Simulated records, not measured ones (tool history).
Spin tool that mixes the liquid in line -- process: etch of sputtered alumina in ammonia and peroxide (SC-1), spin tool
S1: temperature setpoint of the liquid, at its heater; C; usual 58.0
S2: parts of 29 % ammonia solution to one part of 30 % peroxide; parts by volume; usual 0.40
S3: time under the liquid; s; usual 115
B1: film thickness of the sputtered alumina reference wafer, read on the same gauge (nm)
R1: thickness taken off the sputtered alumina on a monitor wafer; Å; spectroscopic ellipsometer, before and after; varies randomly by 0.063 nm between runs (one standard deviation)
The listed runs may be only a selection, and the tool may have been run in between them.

{"run": 1, "hour": 0.0, "S1": 58.0, "S2": 0.4, "S3": 115, "B1": 80.01, "R1": 149.1}
{"run": 2, "hour": 20.1, "S1": 58.0, "S2": 0.4, "S3": 115, "B1": 80.0, "R1": 149.5}
{"run": 3, "hour": 55.1, "S1": 50.5, "S2": 0.4, "S3": 115, "B1": 80.0, "R1": 101.5}
{"run": 4, "hour": 70.1, "S1": 50.5, "S2": 0.4, "S3": 115, "B1": 79.99, "R1": 101.9}
{"run": 5, "hour": 103.7, "S1": 50.5, "S2": 0.4, "S3": 115, "B1": 80.01, "R1": 100.7}
{"run": 6, "hour": 133.5, "S1": 58.0, "S2": 0.4, "S3": 115, "B1": 79.99, "R1": 151.0}
{"run": 7, "hour": 151.3, "S1": 58.0, "S2": 0.5, "S3": 115, "B1": 80.0, "R1": 153.1}
{"run": 8, "hour": 164.9, "S1": 58.0, "S2": 0.5, "S3": 115, "B1": 80.02, "R1": 153.5}
{"hour": 170.1, "done": "heated supply line repaired"}
{"run": 9, "hour": 194.1, "S1": 67.0, "S2": 0.3, "S3": 145, "B1": 79.99, "R1": 291.2}
{"run": 10, "hour": 214.3, "S1": 48.5, "S2": 0.45, "S3": 85, "B1": 80.01, "R1": 68.3}
{"run": 11, "hour": 231.4, "S1": 58.0, "S2": 0.2, "S3": 140, "B1": 80.0, "R1": 174.1}
{"run": 12, "hour": 257.9, "S1": 58.0, "S2": 0.4, "S3": 115, "B1": 80.01, "R1": 152.5}
{"run": 13, "hour": 288.9, "S1": 54.0, "S2": 0.45, "S3": 115, "B1": 80.02, "R1": 125.5}
{"hour": 293.8, "done": "gauge calibrated"}
{"hour": 300.0, "done": "ammonia flow meter replaced"}
{"hour": 308.3, "done": "new drum of ammonia solution connected"}
{"run": 14, "hour": 316.0, "S1": 65.5, "S2": 0.2, "S3": 155, "B1": 80.0, "R1": 280.0}
{"run": 15, "hour": 335.5, "S1": 58.0, "S2": 0.4, "S3": 45, "B1": 80.01, "R1": 60.1}
{"run": 16, "hour": 356.8, "S1": 63.5, "S2": 0.25, "S3": 95, "B1": 79.97, "R1": 158.8}
{"hour": 388.8, "done": "thermometer replaced"}
{"run": 17, "hour": 440.2, "S1": 58.0, "S2": 0.4, "S3": 115, "B1": 80.03, "R1": 133.6}
{"run": 18, "hour": 456.6, "S1": 58.0, "S2": 0.4, "S3": 50, "B1": 79.99, "R1": 58.1}
{"run": 19, "hour": 473.6, "S1": 52.5, "S2": 0.3, "S3": 150, "B1": 79.99, "R1": 128.1}
{"run": 20, "hour": 501.6, "S1": 54.5, "S2": 0.4, "S3": 140, "B1": 80.01, "R1": 136.2}
{"run": 21, "hour": 524.2, "S1": 67.5, "S2": 0.3, "S3": 75, "B1": 80.0, "R1": 138.1}
{"run": 22, "hour": 538.3, "S1": 58.0, "S2": 0.4, "S3": 115, "B1": 80.0, "R1": 135.8}
{"run": 23, "hour": 562.6, "S1": 49.0, "S2": 0.55, "S3": 90, "B1": 79.99, "R1": 66.9}
{"run": 24, "hour": 577.2, "S1": 58.0, "S2": 0.3, "S3": 160, "B1": 80.0, "R1": 183.6}
{"run": 25, "hour": 593.2, "S1": 58.0, "S2": 0.4, "S3": 115, "B1": 79.98, "R1": 135.8}

4 options for the next run, each taken on its own from the tool as it stands now. Forecast them:
{"run": "A", "hour": 593.6, "S1": 58.0, "S2": 0.4, "S3": 115, "B1": "?", "R1": "?"}
{"run": "B", "hour": 593.6, "S1": 54.0, "S2": 0.5, "S3": 80, "B1": "?", "R1": "?"}
{"run": "C", "hour": 593.6, "S1": 58.0, "S2": 0.6, "S3": 60, "B1": "?", "R1": "?"}
{"run": "D", "hour": 593.6, "S1": 58.0, "S2": 0.3, "S3": 55, "B1": "?", "R1": "?"}

run=A B1=80.00 R1=135.7
run=B B1=80.00 R1=78.1
run=C B1=80.00 R1=73.5
run=D B1=80.00 R1=63.1
With no hidden state in the tool, these same runs would have given:
run=A R1=133.9
run=B R1=77.0
run=C R1=72.6
run=D R1=62.3

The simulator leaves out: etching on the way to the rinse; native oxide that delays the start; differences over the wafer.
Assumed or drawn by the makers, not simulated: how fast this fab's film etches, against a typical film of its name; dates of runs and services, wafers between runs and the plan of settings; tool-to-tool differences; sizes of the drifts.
